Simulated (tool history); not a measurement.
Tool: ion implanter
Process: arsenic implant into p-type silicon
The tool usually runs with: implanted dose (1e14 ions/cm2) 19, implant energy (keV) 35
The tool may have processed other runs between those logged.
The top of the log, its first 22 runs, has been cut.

run	hour	implanted dose (1e14 ions/cm2)	implant energy (keV)	read-back reference wafer on the same gauge, sheet resistance	sheet resistance of the implanted and annealed layer (ohm/square)
23	521.5	16.88	29	89.03	84.97
24	537.8	19	35	89.21	77.78
25	566.1	19	35	89.38	76.83
26	578.3	19	35	89.35	77.11
# hour 593.8: gauge calibrated
27	594.3	19	35	89.26	77.58
28	614.8	22.43	43	89.29	67.27
29	627.2	13.82	43	89.38	85.7
30	644.1	16.56	35	89.26	82.51
31	662	19	35	89.27	77.34
32	690.1	22.42	23.5	89.31	83.52

Run 33 comes next. What will it give?
33	709.9	19	35	?	?

{"run 33": {"read-back reference wafer on the same gauge, sheet resistance": 89.31, "sheet resistance of the implanted and annealed layer (ohm/square)": 76.82}}
With the hidden condition absent and the run-to-run variation left alone, this run would have shown sheet resistance of the implanted and annealed layer (ohm/square) 76.82.
